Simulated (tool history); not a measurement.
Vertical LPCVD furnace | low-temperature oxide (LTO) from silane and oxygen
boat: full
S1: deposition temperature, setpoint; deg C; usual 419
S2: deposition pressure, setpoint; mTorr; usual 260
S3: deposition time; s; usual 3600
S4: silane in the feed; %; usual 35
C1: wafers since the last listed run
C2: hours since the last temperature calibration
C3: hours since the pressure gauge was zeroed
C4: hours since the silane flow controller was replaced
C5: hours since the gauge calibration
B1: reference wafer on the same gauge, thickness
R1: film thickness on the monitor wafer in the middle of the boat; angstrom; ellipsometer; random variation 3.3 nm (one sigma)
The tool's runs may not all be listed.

Run 1, hour 0: usual settings; C1 0; C2 2676.8; C3 1928.9; C4 3813.7; C5 291.8; B1 677.01. Result: R1 6914 angstrom.
Run 2, hour 30.7: usual settings; C1 473; C2 2707.5; C3 1959.6; C4 3844.4; C5 322.5; B1 675.93. Result: R1 6857.7 angstrom.
Run 3, hour 59: usual settings; C1 436; C2 2735.8; C3 1987.9; C4 3872.7; C5 350.8; B1 677.23. Result: R1 6866.8 angstrom.
Run 4, hour 85.9: usual settings; C1 415; C2 2762.7; C3 2014.8; C4 3899.6; C5 377.7; B1 676.14. Result: R1 6835.2 angstrom.
Run 5, hour 113.9: usual settings but S1 415 deg C; C1 432; C2 2790.7; C3 2042.8; C4 3927.6; C5 405.7; B1 676.77. Result: R1 6614.7 angstrom.
Run 6, hour 141.8: usual settings; C1 430; C2 2818.6; C3 2070.7; C4 3955.5; C5 433.6; B1 675.27. Result: R1 6878.7 angstrom.
Run 7, hour 175.2: usual settings but S1 414 deg C; C1 515; C2 2852; C3 2104.1; C4 3988.9; C5 467; B1 676.34. Result: R1 6497.2 angstrom.
Run 8, hour 194.1: usual settings but S1 414 deg C; C1 291; C2 2870.9; C3 2123; C4 4007.8; C5 485.9; B1 677.12. Result: R1 6505.6 angstrom.
Run 9, hour 214.4: usual settings; C1 313; C2 2891.2; C3 2143.3; C4 4028.1; C5 506.2; B1 674.17. Result: R1 6851.1 angstrom.
Run 10, hour 233.3: usual settings; C1 291; C2 2910.1; C3 2162.2; C4 4047; C5 525.1; B1 675.7. Result: R1 6869.7 angstrom.
At hour 285.6: silane flow controller replaced.
At hour 292.7: thermocouples replaced and temperature profile calibrated.
Run 11, hour 336.8: usual settings; C1 1117; C2 44.1; C3 2265.7; C4 51.2; C5 628.6; B1 676.94. Result: R1 6896.1 angstrom.
Run 12, hour 350.9: usual settings; C1 217; C2 58.2; C3 2279.8; C4 65.3; C5 642.7; B1 674.94. Result: R1 6890.4 angstrom.
Run 13, hour 368.2: usual settings; C1 266; C2 75.5; C3 2297.1; C4 82.6; C5 660; B1 675.87. Result: R1 6869.5 angstrom.
Run 14, hour 389.7: usual settings; C1 331; C2 97; C3 2318.6; C4 104.1; C5 681.5; B1 676.42. Result: R1 6853.6 angstrom.
Run 15, hour 410.5: usual settings but S3 2310 s, S4 29 %; C1 321; C2 117.8; C3 2339.4; C4 124.9; C5 702.3; B1 676.64. Result: R1 3417.6 angstrom.
Run 16, hour 445.5: usual settings but S2 240 mTorr, S3 4950 s, S4 30 %; C1 540; C2 152.8; C3 2374.4; C4 159.9; C5 737.3; B1 675.98. Result: R1 7081.4 angstrom.
Run 17, hour 461.5: usual settings but S1 414 deg C, S3 3180 s; C1 246; C2 168.8; C3 2390.4; C4 175.9; C5 753.3; B1 675.44. Result: R1 5723.3 angstrom.
Run 18, hour 489.9: usual settings but S1 412 deg C, S2 315 mTorr, S4 33 %; C1 438; C2 197.2; C3 2418.8; C4 204.3; C5 781.7; B1 675.81. Result: R1 7095.3 angstrom.
At hour 531.1: pressure gauge zeroed.
Run 19, hour 531.6: usual settings but S1 408 deg C, S3 5010 s, S4 37 %; C1 273; C2 238.9; C3 0.5; C4 246; C5 823.4; B1 675.65. Result: R1 9108.2 angstrom.
Run 20, hour 539.3: usual settings; C1 118; C2 246.6; C3 8.2; C4 253.7; C5 831.1; B1 676.49. Result: R1 6883.2 angstrom.
Run 21, hour 563.5: usual settings; C1 373; C2 270.8; C3 32.4; C4 277.9; C5 855.3; B1 676.78. Result: R1 6850.2 angstrom.
Run 22, hour 577.1: usual settings; C1 209; C2 284.4; C3 46; C4 291.5; C5 868.9; B1 676.64. Result: R1 6880.9 angstrom.
Run 23, hour 605.6: usual settings but S1 414 deg C, S2 285 mTorr, S4 38 %; C1 439; C2 312.9; C3 74.5; C4 320; C5 897.4; B1 675.97. Result: R1 7915.2 angstrom.
At hour 610.2: gauge calibrated.
Run 24, hour 625.1: usual settings but S2 280 mTorr, S3 2880 s; C1 300; C2 332.4; C3 94; C4 339.5; C5 14.9; B1 678.01. Result: R1 5924.9 angstrom.
Run 25, hour 640: usual settings but S1 415 deg C, S3 4350 s; C1 229; C2 347.3; C3 108.9; C4 354.4; C5 29.8; B1 674.61. Result: R1 7932.6 angstrom.
Run 26, hour 733.6: usual settings; C1 1444; C2 440.9; C3 202.5; C4 448; C5 123.4; B1 676.72. Result: R1 6855.5 angstrom.
Run 27, hour 752.4: usual settings but S2 225 mTorr, S3 2490 s, S4 42 %; C1 290; C2 459.7; C3 221.3; C4 466.8; C5 142.2; B1 676.96. Result: R1 5069.4 angstrom.
Run 28, hour 766.4: usual settings but S3 2970 s; C1 216; C2 473.7; C3 235.3; C4 480.8; C5 156.2; B1 676.48. Result: R1 5646.2 angstrom.

5 ways to go on from here, each from the tool as it stands after run 28. What would each give?
Run A, hour 772.1: usual settings; C1 87; C2 479.4; C3 241; C4 486.5; C5 161.9; B1 ?. Result: R1 ?.
Run B, hour 772.1: usual settings but S1 429 deg C, S2 295 mTorr, S3 2490 s, S4 31 %; C1 87; C2 479.4; C3 241; C4 486.5; C5 161.9; B1 ?. Result: R1 ?.
Run C, hour 772.1: usual settings but S4 32 %; C1 87; C2 479.4; C3 241; C4 486.5; C5 161.9; B1 ?. Result: R1 ?.
Run D, hour 772.1: usual settings but S3 4350 s; C1 87; C2 479.4; C3 241; C4 486.5; C5 161.9; B1 ?. Result: R1 ?.
Run E, hour 772.1: usual settings but S1 428 deg C, S2 285 mTorr; C1 87; C2 479.4; C3 241; C4 486.5; C5 161.9; B1 ?. Result: R1 ?.

run      B1      R1
  A  675.88  6850.5
  B  675.88  5093.2
  C  675.88  6085.8
  D  675.88  8277.6
  E  675.88  8251.6
Without the tool's hidden state the same runs would have given:
run      R1
  A  6850.5
  B  5093.2
  C  6085.8
  D  8277.6
  E  8251.6
